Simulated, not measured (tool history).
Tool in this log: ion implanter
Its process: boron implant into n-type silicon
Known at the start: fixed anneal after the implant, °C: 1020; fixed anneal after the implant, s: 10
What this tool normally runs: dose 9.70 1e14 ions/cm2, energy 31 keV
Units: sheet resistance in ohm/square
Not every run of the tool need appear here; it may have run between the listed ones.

run	day	dose	energy	read-back reference wafer on the same gauge, sheet resistance	sheet resistance
1	0.000	9.70	31	141.97	121.33
2	2.104	9.70	31	142.02	121.18
3	4.533	9.70	31	142.02	120.85
4	7.088	9.70	31	141.99	121.55
5	8.592	9.70	31	141.92	121.62
6	14.538	9.70	31	141.96	121.78
7	16.596	9.70	31	141.89	121.65
8	19.450	9.70	31	141.99	121.83
9	22.062	9.70	31	142.06	121.94
10	24.729	12.31	31	141.90	100.77
# day 25.208: gauge calibrated
11	27.388	9.70	41	141.97	120.66
# day 31.092: Faraday cup replaced and dose calibrated
# day 32.012: extraction supply calibrated
12	32.529	9.70	31	142.02	119.47
13	33.712	9.70	31	141.96	119.65
14	34.892	10.65	35	142.08	109.64

For run 15, what comes out?
15	36.583	12.45	31	?	?

{"run 15": {"read-back reference wafer on the same gauge, sheet resistance": 142.01, "sheet resistance": 97.29}}
Had the tool carried no hidden state, the very same run would have given sheet resistance 97.51 ohm/square.
